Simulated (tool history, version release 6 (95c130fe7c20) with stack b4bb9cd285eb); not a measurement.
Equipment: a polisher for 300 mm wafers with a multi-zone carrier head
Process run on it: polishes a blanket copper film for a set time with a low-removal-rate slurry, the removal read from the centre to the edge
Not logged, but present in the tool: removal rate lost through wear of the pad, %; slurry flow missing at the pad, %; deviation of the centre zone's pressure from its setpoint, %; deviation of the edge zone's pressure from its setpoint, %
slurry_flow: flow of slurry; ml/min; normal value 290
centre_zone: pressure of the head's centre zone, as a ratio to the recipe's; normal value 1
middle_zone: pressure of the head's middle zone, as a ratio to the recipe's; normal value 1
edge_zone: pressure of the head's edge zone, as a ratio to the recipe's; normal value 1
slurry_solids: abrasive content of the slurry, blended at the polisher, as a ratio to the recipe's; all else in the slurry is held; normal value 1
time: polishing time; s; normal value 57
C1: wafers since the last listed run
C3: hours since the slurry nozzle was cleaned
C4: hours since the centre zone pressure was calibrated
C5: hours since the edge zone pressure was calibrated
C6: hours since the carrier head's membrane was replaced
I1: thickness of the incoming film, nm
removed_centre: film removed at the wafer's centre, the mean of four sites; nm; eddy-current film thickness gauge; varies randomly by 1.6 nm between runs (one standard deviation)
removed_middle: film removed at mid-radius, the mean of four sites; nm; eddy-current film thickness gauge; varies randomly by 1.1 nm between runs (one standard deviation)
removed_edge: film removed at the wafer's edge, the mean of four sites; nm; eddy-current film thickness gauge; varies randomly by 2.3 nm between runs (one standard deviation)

run 1 hour=0 | slurry_flow=290 centre_zone=1 middle_zone=0.92 edge_zone=1 slurry_solids=1 time=57 | C1=0 wafers_polished_on_this_pad=913 C3=314.3 C4=1239.6 C5=203.3 C6=869.8 | I1=993.5 | removed_centre=149 removed_middle=145.2 removed_edge=152.7
run 2 hour=66.2 | slurry_flow=290 centre_zone=1 middle_zone=1 edge_zone=1 slurry_solids=1.2 time=57 | C1=655 wafers_polished_on_this_pad=1569 C3=380.5 C4=1305.8 C5=269.5 C6=936 | I1=1000.8 | removed_centre=151.2 removed_middle=158.6 removed_edge=153.5
run 3 hour=132.9 | slurry_flow=290 centre_zone=1 middle_zone=1 edge_zone=1 slurry_solids=1 time=57 | C1=660 wafers_polished_on_this_pad=2230 C3=447.2 C4=1372.5 C5=336.2 C6=1002.7 | I1=986.8 | removed_centre=137.9 removed_middle=148 removed_edge=144.7
-- hour=154.9 carrier head's membrane replaced by a new one
run 4 hour=178.7 | slurry_flow=290 centre_zone=1 middle_zone=1 edge_zone=1 slurry_solids=1 time=57 | C1=404 wafers_polished_on_this_pad=2634 C3=493 C4=1418.3 C5=382 C6=23.8 | I1=986.7 | removed_centre=136 removed_middle=142.1 removed_edge=142.4
-- hour=196.3 worn pad replaced by a new one
-- hour=208.4 edge zone pressure recalibrated
run 5 hour=246.5 | slurry_flow=290 centre_zone=1 middle_zone=1 edge_zone=1 slurry_solids=1 time=57 | C1=612 wafers_polished_on_this_pad=477 C3=560.8 C4=1486.1 C5=38.1 C6=91.6 | I1=1013.1 | removed_centre=148.1 removed_middle=150.9 removed_edge=147.1
run 6 hour=317.1 | slurry_flow=290 centre_zone=1 middle_zone=1 edge_zone=1 slurry_solids=1 time=57 | C1=699 wafers_polished_on_this_pad=1177 C3=631.4 C4=1556.7 C5=108.7 C6=162.2 | I1=1009.8 | removed_centre=145.1 removed_middle=149.8 removed_edge=145.7
-- hour=324.9 slurry nozzle cleaned
-- hour=380 centre zone pressure recalibrated
run 7 hour=382.5 | slurry_flow=290 centre_zone=1 middle_zone=1 edge_zone=1 slurry_solids=1 time=57 | C1=618 wafers_polished_on_this_pad=1795 C3=57.6 C4=2.5 C5=174.1 C6=227.6 | I1=1000.5 | removed_centre=148.6 removed_middle=152.1 removed_edge=145
run 8 hour=427.5 | slurry_flow=290 centre_zone=1 middle_zone=1 edge_zone=1 slurry_solids=1 time=57 | C1=445 wafers_polished_on_this_pad=2241 C3=102.6 C4=47.5 C5=219.1 C6=272.6 | I1=1005.6 | removed_centre=141.2 removed_middle=146.2 removed_edge=146.1
-- hour=461.3 worn pad replaced by a new one
run 9 hour=534.2 | slurry_flow=290 centre_zone=1 middle_zone=1 edge_zone=1 slurry_solids=1.3 time=57 | C1=1017 wafers_polished_on_this_pad=721 C3=209.3 C4=154.2 C5=325.8 C6=379.3 | I1=1006.7 | removed_centre=156.9 removed_middle=164.9 removed_edge=156.6
run 10 hour=568.5 | slurry_flow=210 centre_zone=1 middle_zone=1 edge_zone=1 slurry_solids=1 time=57 | C1=339 wafers_polished_on_this_pad=1061 C3=243.6 C4=188.5 C5=360.1 C6=413.6 | I1=998.1 | removed_centre=146.4 removed_middle=148.8 removed_edge=145.2
run 11 hour=633.6 | slurry_flow=290 centre_zone=1.05 middle_zone=1 edge_zone=1 slurry_solids=1.25 time=57 | C1=645 wafers_polished_on_this_pad=1706 C3=308.7 C4=253.6 C5=425.2 C6=478.7 | I1=980.4 | removed_centre=160.2 removed_middle=156.7 removed_edge=155.8
-- hour=674.9 edge zone pressure recalibrated
run 12 hour=683.6 | slurry_flow=290 centre_zone=1 middle_zone=0.96 edge_zone=1 slurry_solids=1 time=49 | C1=475 wafers_polished_on_this_pad=2182 C3=358.7 C4=303.6 C5=8.7 C6=528.7 | I1=1002 | removed_centre=122.2 removed_middle=123 removed_edge=121.9
run 13 hour=723.2 | slurry_flow=290 centre_zone=1 middle_zone=1 edge_zone=1 slurry_solids=1 time=57 | C1=392 wafers_polished_on_this_pad=2574 C3=398.3 C4=343.2 C5=48.3 C6=568.3 | I1=994.3 | removed_centre=136.9 removed_middle=144.1 removed_edge=141.5
-- hour=767.4 worn pad replaced by a new one
run 14 hour=824.9 | slurry_flow=290 centre_zone=1 middle_zone=1 edge_zone=1 slurry_solids=1 time=57 | C1=968 wafers_polished_on_this_pad=570 C3=500 C4=444.9 C5=150 C6=670 | I1=1004.4 | removed_centre=147.9 removed_middle=153.6 removed_edge=150.3
run 15 hour=861.3 | slurry_flow=290 centre_zone=1 middle_zone=0.94 edge_zone=1.05 slurry_solids=0.8 time=57 | C1=360 wafers_polished_on_this_pad=930 C3=536.4 C4=481.3 C5=186.4 C6=706.4 | I1=1016.3 | removed_centre=142.6 removed_middle=139.1 removed_edge=150.3
run 16 hour=887.9 | slurry_flow=290 centre_zone=0.93 middle_zone=1 edge_zone=1 slurry_solids=1 time=57 | C1=263 wafers_polished_on_this_pad=1194 C3=563 C4=507.9 C5=213 C6=733 | I1=991.3 | removed_centre=133.7 removed_middle=150.1 removed_edge=150.7
run 17 hour=918.6 | slurry_flow=290 centre_zone=1 middle_zone=0.97 edge_zone=1.1 slurry_solids=1 time=57 | C1=304 wafers_polished_on_this_pad=1498 C3=593.7 C4=538.6 C5=243.7 C6=763.7 | I1=991.2 | removed_centre=146.8 removed_middle=145.1 removed_edge=153.8
run 18 hour=947.1 | slurry_flow=290 centre_zone=1 middle_zone=1 edge_zone=1 slurry_solids=1 time=64 | C1=282 wafers_polished_on_this_pad=1780 C3=622.2 C4=567.1 C5=272.2 C6=792.2 | I1=984.2 | removed_centre=159.9 removed_middle=165.5 removed_edge=158.7
run 19 hour=982.9 | slurry_flow=290 centre_zone=1 middle_zone=1 edge_zone=1 slurry_solids=1 time=57 | C1=354 wafers_polished_on_this_pad=2135 C3=658 C4=602.9 C5=308 C6=828 | I1=1008.1 | removed_centre=136.7 removed_middle=144.6 removed_edge=142.7
-- hour=1009.8 slurry nozzle cleaned
run 20 hour=1016.7 | slurry_flow=290 centre_zone=1 middle_zone=1.04 edge_zone=1 slurry_solids=0.75 time=37 | C1=324 wafers_polished_on_this_pad=2460 C3=6.9 C4=636.7 C5=341.8 C6=861.8 | I1=1005.8 | removed_centre=88.7 removed_middle=94.1 removed_edge=89.8
-- hour=1062.3 worn pad replaced by a new one
-- hour=1070.1 carrier head's membrane replaced by a new one
run 21 hour=1078.4 | slurry_flow=240 centre_zone=1.05 middle_zone=1 edge_zone=1 slurry_solids=1 time=57 | C1=522 wafers_polished_on_this_pad=110 C3=68.6 C4=698.4 C5=403.5 C6=8.3 | I1=992.9 | removed_centre=157.9 removed_middle=156.3 removed_edge=154.6
run 22 hour=1132.9 | slurry_flow=290 centre_zone=1 middle_zone=1 edge_zone=1 slurry_solids=1.2 time=57 | C1=540 wafers_polished_on_this_pad=650 C3=123.1 C4=752.9 C5=458 C6=62.8 | I1=996.7 | removed_centre=159.3 removed_middle=161.3 removed_edge=154.1

List, for all runs, the conditions of the tool that the log does not record:
deviation of the centre zone's pressure from its setpoint, %: 0 on each run
deviation of the edge zone's pressure from its setpoint, %: 0 on each run
H1: removal rate lost through wear of the pad, %
H2: slurry flow missing at the pad, %
run=1 H1=1.21 H2=23.8
run=2 H1=3.08 H2=27.5
run=3 H1=5.96 H2=31.3
run=4 H1=8.52 H2=33.9
run=5 H1=1.32 H2=37.7
run=6 H1=2.68 H2=41.7
run=7 H1=4.95 H2=11.4
run=8 H1=7.07 H2=13.9
run=9 H1=0.818 H2=19.9
run=10 H1=1.51 H2=21.9
run=11 H1=3.57 H2=25.5
run=12 H1=5.79 H2=28.4
run=13 H1=7.95 H2=30.6
run=14 H1=1.12 H2=36.3
run=15 H1=1.74 H2=38.4
run=16 H1=2.39 H2=39.9
run=17 H1=3.33 H2=41.6
run=18 H1=4.39 H2=43.2
run=19 H1=5.99 H2=45.3
run=20 H1=7.76 H2=4.1
run=21 H1=0.82 H2=7.59
run=22 H1=1.35 H2=10.7

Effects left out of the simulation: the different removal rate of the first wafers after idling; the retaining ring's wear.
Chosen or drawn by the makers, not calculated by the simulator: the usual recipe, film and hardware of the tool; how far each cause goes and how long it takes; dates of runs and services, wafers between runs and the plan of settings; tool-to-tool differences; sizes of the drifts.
